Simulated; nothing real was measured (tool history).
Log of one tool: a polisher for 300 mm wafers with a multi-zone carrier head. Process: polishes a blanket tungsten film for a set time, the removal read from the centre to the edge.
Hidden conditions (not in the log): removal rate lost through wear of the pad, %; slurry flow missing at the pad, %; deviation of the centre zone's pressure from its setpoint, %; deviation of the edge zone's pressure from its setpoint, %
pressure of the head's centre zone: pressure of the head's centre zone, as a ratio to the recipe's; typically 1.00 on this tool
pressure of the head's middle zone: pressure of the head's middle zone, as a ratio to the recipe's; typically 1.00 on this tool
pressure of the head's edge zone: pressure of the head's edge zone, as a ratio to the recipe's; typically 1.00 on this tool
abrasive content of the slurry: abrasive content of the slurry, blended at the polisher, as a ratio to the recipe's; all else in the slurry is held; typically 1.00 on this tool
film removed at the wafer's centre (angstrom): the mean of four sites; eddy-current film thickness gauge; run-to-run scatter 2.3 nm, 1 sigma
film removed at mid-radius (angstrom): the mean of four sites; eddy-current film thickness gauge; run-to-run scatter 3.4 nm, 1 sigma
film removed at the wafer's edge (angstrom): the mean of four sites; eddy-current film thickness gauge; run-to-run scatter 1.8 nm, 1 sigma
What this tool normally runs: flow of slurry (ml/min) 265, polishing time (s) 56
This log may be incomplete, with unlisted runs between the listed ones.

run	day	flow of slurry (ml/min)	pressure of the head's centre zone	pressure of the head's middle zone	pressure of the head's edge zone	abrasive content of the slurry	polishing time (s)	wafers since the last listed run	wafers polished on this pad	hours since the slurry nozzle was cleaned	hours since the centre zone pressure was calibrated	hours since the edge zone pressure was calibrated	hours since the carrier head's membrane was replaced	incoming thickness of the incoming film, nm	film removed at the wafer's centre (angstrom)	film removed at mid-radius (angstrom)	film removed at the wafer's edge (angstrom)
1	0.000	265	1.00	1.00	1.00	1.00	47	0	1015	517.2	435.5	213.6	483.1	1332.8	2160	2211	2167
2	1.383	265	1.00	1.00	1.00	1.00	47	472	1488	550.4	468.7	246.8	516.3	1363.0	2146	2150	2125
# day 2.704: worn pad replaced by a new one
3	2.725	265	1.00	1.00	1.00	1.00	47	401	7	582.6	500.9	279.0	548.5	1369.5	2197	2219	2176
# day 3.442: centre zone pressure recalibrated
# day 3.683: carrier head's membrane replaced by a new one
4	3.812	265	1.00	1.00	1.00	1.00	56	272	279	608.7	8.9	305.1	3.1	1363.1	2563	2605	2613
5	4.729	265	1.00	1.00	1.00	1.20	56	313	592	630.7	30.9	327.1	25.1	1316.5	2678	2703	2735
6	5.579	265	1.00	1.00	1.00	1.20	56	290	883	651.1	51.3	347.5	45.5	1357.1	2673	2622	2677
7	6.683	265	1.00	1.00	1.00	1.20	56	377	1260	677.6	77.8	374.0	72.0	1353.5	2628	2603	2651
8	7.379	265	1.00	1.05	1.00	1.00	56	237	1498	694.3	94.5	390.7	88.7	1332.8	2485	2631	2485
# day 8.612: worn pad replaced by a new one
9	8.633	265	1.00	1.00	1.08	1.00	65	371	6	724.4	124.6	420.8	118.8	1341.2	3028	3002	3110
# day 9.221: edge zone pressure recalibrated
10	9.400	300	1.00	1.08	1.00	1.15	56	233	240	742.8	143.0	4.3	137.2	1327.0	2688	2860	2710
11	10.575	265	1.00	1.00	1.00	1.00	56	401	641	771.0	171.2	32.5	165.4	1327.4	2509	2521	2541
# day 10.625: slurry nozzle cleaned
12	11.304	265	1.00	1.00	1.06	0.90	56	234	876	16.3	188.7	50.0	182.9	1355.8	2563	2533	2640
13	12.033	265	1.03	1.00	1.00	1.10	56	249	1126	33.8	206.2	67.5	200.4	1350.8	2775	2712	2639
14	12.912	265	1.00	1.00	1.00	1.00	48	300	1426	54.9	227.3	88.6	221.5	1348.5	2220	2227	2232
# day 13.758: worn pad replaced by a new one
15	16.375	240	0.91	0.93	1.00	1.00	56	1126	894	138.0	310.4	171.7	304.6	1346.7	2358	2427	2547
16	17.825	265	1.00	1.00	1.00	1.00	56	495	1389	172.8	345.2	206.5	339.4	1333.2	2599	2572	2590
17	18.442	265	0.92	1.00	1.11	1.00	56	210	1600	187.6	360.0	221.3	354.2	1328.9	2363	2546	2693
18	19.642	265	0.96	1.00	1.05	1.30	62	410	2010	216.4	388.8	250.1	383.0	1312.4	2889	3006	3103
# day 20.017: worn pad replaced by a new one
19	20.346	265	1.00	1.00	1.00	1.00	48	183	112	233.3	405.7	267.0	399.9	1349.5	2299	2295	2267
20	21.733	340	1.07	0.92	1.00	1.00	56	474	586	266.6	439.0	300.3	433.2	1321.7	2932	2541	2682

5 options for the next run, each taken on its own from the tool as it stands now. Forecast them:
A	21.750	265	1.10	1.00	1.00	1.00	56	5	592	267.0	439.4	300.7	433.6	1352.1	?	?	?
B	21.750	340	1.00	1.00	1.00	0.90	56	5	592	267.0	439.4	300.7	433.6	1352.1	?	?	?
C	21.750	210	1.00	1.12	1.00	1.00	56	5	592	267.0	439.4	300.7	433.6	1352.1	?	?	?
D	21.750	180	1.00	1.00	0.95	1.00	56	5	592	267.0	439.4	300.7	433.6	1352.1	?	?	?
E	21.750	265	1.08	1.00	1.00	1.00	45	5	592	267.0	439.4	300.7	433.6	1352.1	?	?	?

run	film removed at the wafer's centre (angstrom)	film removed at mid-radius (angstrom)	film removed at the wafer's edge (angstrom)
A	2898	2581	2654
B	2632	2575	2631
C	2553	2764	2594
D	2489	2455	2494
E	2286	2074	2133
Stripped of hidden state, with their random variation kept, the same runs would have yielded:
run	film removed at the wafer's centre (angstrom)	film removed at mid-radius (angstrom)	film removed at the wafer's edge (angstrom)
A	2967	2640	2710
B	2690	2630	2683
C	2619	2833	2652
D	2557	2520	2552
E	2341	2122	2177
